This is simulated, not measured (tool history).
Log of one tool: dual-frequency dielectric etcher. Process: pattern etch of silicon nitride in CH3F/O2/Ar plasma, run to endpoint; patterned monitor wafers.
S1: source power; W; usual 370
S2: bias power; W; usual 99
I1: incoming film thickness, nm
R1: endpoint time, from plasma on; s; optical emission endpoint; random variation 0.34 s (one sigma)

run 1 hour=0.0 | S1=370 S2=82 | I1=29.58 | R1=40.0
run 2 hour=28.8 | S1=370 S2=117 | I1=29.42 | R1=36.8
run 3 hour=84.5 | S1=370 S2=117 | I1=29.17 | R1=36.3
run 4 hour=123.1 | S1=370 S2=99 | I1=29.21 | R1=37.1
run 5 hour=188.9 | S1=370 S2=99 | I1=29.24 | R1=37.3
run 6 hour=230.6 | S1=370 S2=99 | I1=29.08 | R1=36.3
run 7 hour=259.7 | S1=370 S2=99 | I1=29.67 | R1=37.2
run 8 hour=298.6 | S1=370 S2=99 | I1=29.32 | R1=37.5
run 9 hour=331.6 | S1=370 S2=99 | I1=29.35 | R1=37.1
run 10 hour=368.8 | S1=370 S2=109 | I1=29.26 | R1=36.0
run 11 hour=433.0 | S1=370 S2=109 | I1=29.54 | R1=35.6
-- hour=460.8 wet clean of the chamber
run 12 hour=486.1 | S1=370 S2=109 | I1=29.32 | R1=38.0
-- hour=516.8 source power generator calibrated
-- hour=643.6 bias power generator calibrated
run 13 hour=700.6 | S1=370 S2=99 | I1=29.28 | R1=38.0
run 14 hour=769.8 | S1=370 S2=99 | I1=29.24 | R1=37.3
run 15 hour=796.2 | S1=370 S2=99 | I1=29.84 | R1=37.9
run 16 hour=849.8 | S1=370 S2=99 | I1=29.10 | R1=36.8
run 17 hour=879.6 | S1=370 S2=99 | I1=29.42 | R1=37.4
run 18 hour=940.6 | S1=370 S2=99 | I1=29.76 | R1=37.7
-- hour=985.0 wet clean of the chamber
-- hour=1046.1 upper electrode replaced, of another model than before
run 19 hour=1072.6 | S1=370 S2=99 | I1=29.04 | R1=38.0
run 20 hour=1097.4 | S1=460 S2=78 | I1=29.55 | R1=40.0
run 21 hour=1154.5 | S1=300 S2=91 | I1=29.66 | R1=41.7
run 22 hour=1183.9 | S1=370 S2=99 | I1=29.38 | R1=38.1
run 23 hour=1224.1 | S1=430 S2=89 | I1=29.45 | R1=38.2
run 24 hour=1287.4 | S1=410 S2=99 | I1=29.17 | R1=36.5
run 25 hour=1350.4 | S1=370 S2=118 | I1=29.20 | R1=34.6
run 26 hour=1395.0 | S1=290 S2=82 | I1=29.36 | R1=42.7
run 27 hour=1458.4 | S1=370 S2=99 | I1=29.46 | R1=36.7
-- hour=1490.7 wet clean of the chamber
run 28 hour=1517.8 | S1=370 S2=99 | I1=29.51 | R1=38.4
run 29 hour=1581.1 | S1=370 S2=90 | I1=29.43 | R1=40.0
run 30 hour=1615.4 | S1=420 S2=99 | I1=29.53 | R1=37.2
run 31 hour=1675.1 | S1=430 S2=99 | I1=29.13 | R1=36.0
run 32 hour=1727.4 | S1=370 S2=120 | I1=29.18 | R1=34.7
run 33 hour=1776.0 | S1=370 S2=99 | I1=29.58 | R1=37.2
run 34 hour=1839.5 | S1=300 S2=88 | I1=29.60 | R1=40.8

Some steps in R1 between neighbouring runs. How much of each would the tool show without its hidden state too (settings, what came in, random variation), and how much is left for the hidden state, with any gauge scatter that isn't in both results?
The hidden state here: etch rate over this chamber's usual, %; source power that arrives over what is set, %; bias power that arrives over what is set, %.
Run 11 -> 12: wet clean of the chamber. R1 +2.4 s: hidden state +2.1, all else +0.3.
Run 18 -> 19: wet clean of the chamber, upper electrode replaced, of another model than before. R1 +0.3 s: hidden state +1.6, all else -1.3.
Run 21 -> 22: S1 300 -> 370, S2 91 -> 99. R1 -3.6 s: hidden state +0.0, all else -3.6.
Run 25 -> 26: S1 370 -> 290, S2 118 -> 82. R1 +8.1 s: hidden state -0.5, all else +8.6.
Run 26 -> 27: S1 290 -> 370, S2 82 -> 99. R1 -6.0 s: hidden state -0.1, all else -5.9.
Run 27 -> 28: wet clean of the chamber. R1 +1.7 s: hidden state +1.5, all else +0.2.
